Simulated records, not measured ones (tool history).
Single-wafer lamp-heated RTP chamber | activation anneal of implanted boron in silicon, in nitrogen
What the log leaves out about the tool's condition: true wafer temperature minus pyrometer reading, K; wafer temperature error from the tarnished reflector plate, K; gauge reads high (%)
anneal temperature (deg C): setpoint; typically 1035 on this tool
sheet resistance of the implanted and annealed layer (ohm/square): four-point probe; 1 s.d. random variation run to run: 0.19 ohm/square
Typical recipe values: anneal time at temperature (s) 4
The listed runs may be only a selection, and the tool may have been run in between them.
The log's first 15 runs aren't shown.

| run | day | anneal temperature (deg C) | anneal time at temperature (s) | wafers since the last listed run | wafers since the last pyrometer calibration | wafers since the reflector plate was cleaned | hours since the gauge calibration | read-back reference wafer on the same gauge, sheet resistance | sheet resistance of the implanted and annealed layer (ohm/square) |
|---|---|---|---|---|---|---|---|---|---|
| 16 | 20.100 | 1035 | 6 | 397 | 5298 | 505 | 57.0 | 67.82 | 73.33 |
| 17 | 21.367 | 1035 | 3 | 345 | 5644 | 851 | 87.4 | 67.73 | 74.21 |
| 18 | 22.475 | 1009 | 5 | 302 | 5947 | 1154 | 114.0 | 67.81 | 77.97 |
| 19 | 23.712 | 1064 | 5 | 337 | 6284 | 1491 | 143.7 | 67.82 | 70.62 |
| 20 | 25.071 | 1035 | 4 | 370 | 6655 | 1862 | 176.3 | 67.80 | 73.67 |
|  | 26.375 | pyrometer window cleaned and pyrometer calibrated |
| 21 | 26.392 | 1018 | 4 | 269 | 4 | 2132 | 208.0 | 67.79 | 77.22 |
| 22 | 26.933 | 1044 | 6 | 147 | 152 | 2280 | 221.0 | 67.82 | 72.58 |
| 23 | 29.862 | 1057 | 3 | 799 | 952 | 3080 | 291.3 | 67.76 | 72.09 |

What does the tool deliver on the next run?
| 24 | 30.871 | 1047 | 3 | 275 | 1227 | 3355 | 315.5 | ? | ? |

Run 24 came out at read-back reference wafer on the same gauge, sheet resistance 67.85, sheet resistance of the implanted and annealed layer (ohm/square) 73.31.
Without the tool's hidden state the same run would have given sheet resistance of the implanted and annealed layer (ohm/square) 73.51.

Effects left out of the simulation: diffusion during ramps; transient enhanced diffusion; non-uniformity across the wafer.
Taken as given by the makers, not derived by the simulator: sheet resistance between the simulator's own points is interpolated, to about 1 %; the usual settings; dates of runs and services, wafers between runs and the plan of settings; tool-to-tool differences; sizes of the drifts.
